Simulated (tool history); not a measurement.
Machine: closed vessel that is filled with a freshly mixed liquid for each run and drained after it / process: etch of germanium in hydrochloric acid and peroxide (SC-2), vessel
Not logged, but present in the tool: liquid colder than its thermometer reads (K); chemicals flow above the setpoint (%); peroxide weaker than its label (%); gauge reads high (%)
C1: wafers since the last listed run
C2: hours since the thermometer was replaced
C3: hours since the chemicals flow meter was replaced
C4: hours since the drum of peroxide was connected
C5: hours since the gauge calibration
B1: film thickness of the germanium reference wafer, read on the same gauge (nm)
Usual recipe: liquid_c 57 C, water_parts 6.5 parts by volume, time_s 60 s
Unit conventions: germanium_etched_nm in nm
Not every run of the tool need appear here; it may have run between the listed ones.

run 1 day=0 | liquid_c=57 water_parts=6.5 time_s=60 | C1=0 C2=703.2 C3=1122.4 C4=415.2 C5=118.6 | B1=129.98 | germanium_etched_nm=170.57
run 2 day=0.629 | liquid_c=57 water_parts=6.5 time_s=60 | C1=2203 C2=718.3 C3=1137.5 C4=430.3 C5=133.7 | B1=129.98 | germanium_etched_nm=170.94
run 3 day=1.25 | liquid_c=57 water_parts=6.5 time_s=60 | C1=2174 C2=733.2 C3=1152.4 C4=445.2 C5=148.6 | B1=130 | germanium_etched_nm=170.81
run 4 day=1.667 | liquid_c=57 water_parts=6.5 time_s=60 | C1=1459 C2=743.2 C3=1162.4 C4=455.2 C5=158.6 | B1=130.01 | germanium_etched_nm=168.76
run 5 day=2.312 | liquid_c=57 water_parts=6.5 time_s=60 | C1=2261 C2=758.7 C3=1177.9 C4=470.7 C5=174.1 | B1=129.98 | germanium_etched_nm=170.01
run 6 day=2.892 | liquid_c=57 water_parts=6.5 time_s=60 | C1=2028 C2=772.6 C3=1191.8 C4=484.6 C5=188 | B1=130.01 | germanium_etched_nm=170.25
run 7 day=3.242 | liquid_c=57 water_parts=6.5 time_s=60 | C1=1225 C2=781 C3=1200.2 C4=493 C5=196.4 | B1=130 | germanium_etched_nm=169.55
run 8 day=3.871 | liquid_c=57 water_parts=6.5 time_s=60 | C1=2203 C2=796.1 C3=1215.3 C4=508.1 C5=211.5 | B1=130.02 | germanium_etched_nm=169.58
run 9 day=5.821 | liquid_c=57 water_parts=6.5 time_s=60 | C1=6829 C2=842.9 C3=1262.1 C4=554.9 C5=258.3 | B1=130.02 | germanium_etched_nm=168.54
run 10 day=6.354 | liquid_c=57 water_parts=6.5 time_s=60 | C1=1867 C2=855.7 C3=1274.9 C4=567.7 C5=271.1 | B1=130 | germanium_etched_nm=168.73
-- day=6.821 chemicals flow meter replaced
run 11 day=6.912 | liquid_c=57 water_parts=8.5 time_s=85 | C1=1809 C2=869.1 C3=2.2 C4=581.1 C5=284.5 | B1=129.97 | germanium_etched_nm=233.21
-- day=6.988 thermometer replaced
run 12 day=7.367 | liquid_c=66.5 water_parts=6.5 time_s=60 | C1=1444 C2=9.1 C3=13.1 C4=592 C5=295.4 | B1=129.98 | germanium_etched_nm=239.51
-- day=7.912 new drum of peroxide connected
run 13 day=7.946 | liquid_c=57 water_parts=8.5 time_s=60 | C1=1882 C2=23 C3=27 C4=0.8 C5=309.3 | B1=130 | germanium_etched_nm=176.74
-- day=8.096 gauge calibrated
run 14 day=9.517 | liquid_c=57 water_parts=6.5 time_s=60 | C1=5501 C2=60.7 C3=64.7 C4=38.5 C5=34.1 | B1=130.01 | germanium_etched_nm=179.93
run 15 day=9.829 | liquid_c=66 water_parts=6.5 time_s=60 | C1=1094 C2=68.2 C3=72.2 C4=46 C5=41.6 | B1=129.99 | germanium_etched_nm=235.05
run 16 day=10.3 | liquid_c=47.5 water_parts=6.5 time_s=60 | C1=1648 C2=79.5 C3=83.5 C4=57.3 C5=52.9 | B1=130.02 | germanium_etched_nm=132.59

Forecast each of these 5 alternatives for the next run:
run A day=10.329 | liquid_c=57 water_parts=6.5 time_s=60 | C1=102 C2=80.2 C3=84.2 C4=58 C5=53.6 | B1=? | germanium_etched_nm=?
run B day=10.329 | liquid_c=53 water_parts=5.5 time_s=60 | C1=102 C2=80.2 C3=84.2 C4=58 C5=53.6 | B1=? | germanium_etched_nm=?
run C day=10.329 | liquid_c=66.5 water_parts=6.5 time_s=45 | C1=102 C2=80.2 C3=84.2 C4=58 C5=53.6 | B1=? | germanium_etched_nm=?
run D day=10.329 | liquid_c=63 water_parts=5 time_s=50 | C1=102 C2=80.2 C3=84.2 C4=58 C5=53.6 | B1=? | germanium_etched_nm=?
run E day=10.329 | liquid_c=63 water_parts=7.5 time_s=75 | C1=102 C2=80.2 C3=84.2 C4=58 C5=53.6 | B1=? | germanium_etched_nm=?

run=A B1=130.02 germanium_etched_nm=179.09
run=B B1=130.02 germanium_etched_nm=159.31
run=C B1=130.02 germanium_etched_nm=178.04
run=D B1=130.02 germanium_etched_nm=180.87
run=E B1=130.02 germanium_etched_nm=265.44
What these runs would have given with no unlogged condition in the tool:
run=A germanium_etched_nm=181.46
run=B germanium_etched_nm=161.48
run=C germanium_etched_nm=180.26
run=D germanium_etched_nm=183.19
run=E germanium_etched_nm=268.8
